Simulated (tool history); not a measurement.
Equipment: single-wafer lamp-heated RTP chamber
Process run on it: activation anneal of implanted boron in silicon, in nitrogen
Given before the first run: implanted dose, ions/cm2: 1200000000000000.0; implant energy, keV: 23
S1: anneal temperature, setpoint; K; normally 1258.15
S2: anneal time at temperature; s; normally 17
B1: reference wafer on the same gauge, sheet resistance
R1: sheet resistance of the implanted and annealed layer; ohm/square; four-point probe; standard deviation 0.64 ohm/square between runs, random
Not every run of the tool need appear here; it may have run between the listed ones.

{"run": 1, "hour": 0.0, "S1": 1265.15, "S2": 17, "B1": 137.95, "R1": 109.66}
{"hour": 2.9, "done": "reflector plate cleaned"}
{"hour": 9.6, "done": "pyrometer window cleaned and pyrometer calibrated"}
{"run": 2, "hour": 71.2, "S1": 1265.15, "S2": 17, "B1": 137.96, "R1": 110.49}
{"hour": 87.1, "done": "gauge calibrated"}
{"run": 3, "hour": 106.5, "S1": 1242.15, "S2": 17, "B1": 138.06, "R1": 123.9}
{"run": 4, "hour": 160.9, "S1": 1242.15, "S2": 17, "B1": 138.02, "R1": 121.16}
{"hour": 195.6, "done": "pyrometer window cleaned and pyrometer calibrated"}
{"run": 5, "hour": 231.2, "S1": 1274.15, "S2": 17, "B1": 137.92, "R1": 108.36}
{"run": 6, "hour": 276.5, "S1": 1274.15, "S2": 17, "B1": 137.99, "R1": 107.97}
{"run": 7, "hour": 323.3, "S1": 1274.15, "S2": 17, "B1": 137.95, "R1": 105.84}
{"run": 8, "hour": 348.4, "S1": 1245.15, "S2": 17, "B1": 137.81, "R1": 120.46}
{"hour": 369.6, "done": "pyrometer window cleaned and pyrometer calibrated"}
{"run": 9, "hour": 403.9, "S1": 1280.15, "S2": 17, "B1": 138.23, "R1": 106.74}
{"run": 10, "hour": 429.8, "S1": 1258.15, "S2": 17, "B1": 138.29, "R1": 113.13}
{"run": 11, "hour": 469.0, "S1": 1234.15, "S2": 8, "B1": 137.69, "R1": 141.49}
{"run": 12, "hour": 514.9, "S1": 1247.15, "S2": 21, "B1": 137.99, "R1": 115.86}
{"hour": 541.7, "done": "pyrometer window cleaned and pyrometer calibrated"}
{"hour": 551.3, "done": "reflector plate cleaned"}
{"run": 13, "hour": 551.8, "S1": 1283.15, "S2": 23, "B1": 138.21, "R1": 106.31}
{"run": 14, "hour": 596.9, "S1": 1231.15, "S2": 8, "B1": 138.01, "R1": 148.63}
{"run": 15, "hour": 642.1, "S1": 1283.15, "S2": 21, "B1": 137.95, "R1": 104.76}
{"run": 16, "hour": 686.8, "S1": 1258.15, "S2": 12, "B1": 137.88, "R1": 114.14}
{"hour": 691.6, "done": "gauge calibrated"}
{"hour": 740.2, "done": "pyrometer window cleaned and pyrometer calibrated"}
{"run": 17, "hour": 745.0, "S1": 1280.15, "S2": 17, "B1": 138.15, "R1": 106.36}
{"run": 18, "hour": 807.3, "S1": 1242.15, "S2": 17, "B1": 137.86, "R1": 125.55}
{"run": 19, "hour": 865.2, "S1": 1258.15, "S2": 17, "B1": 137.91, "R1": 112.01}

Results per run with the tool's hidden condition removed, run-to-run variation unchanged:
The hidden state here: true wafer temperature minus pyrometer reading, K; wafer temperature error from the tarnished reflector plate, K; gauge reads high (%).
run=1 R1=112.80
run=2 R1=112.19
run=3 R1=129.45
run=4 R1=128.81
run=5 R1=108.90
run=6 R1=109.07
run=7 R1=107.44
run=8 R1=126.73
run=9 R1=107.13
run=10 R1=114.82
run=11 R1=149.29
run=12 R1=120.92
run=13 R1=106.43
run=14 R1=153.69
run=15 R1=105.56
run=16 R1=118.34
run=17 R1=106.73
run=18 R1=130.11
run=19 R1=115.83
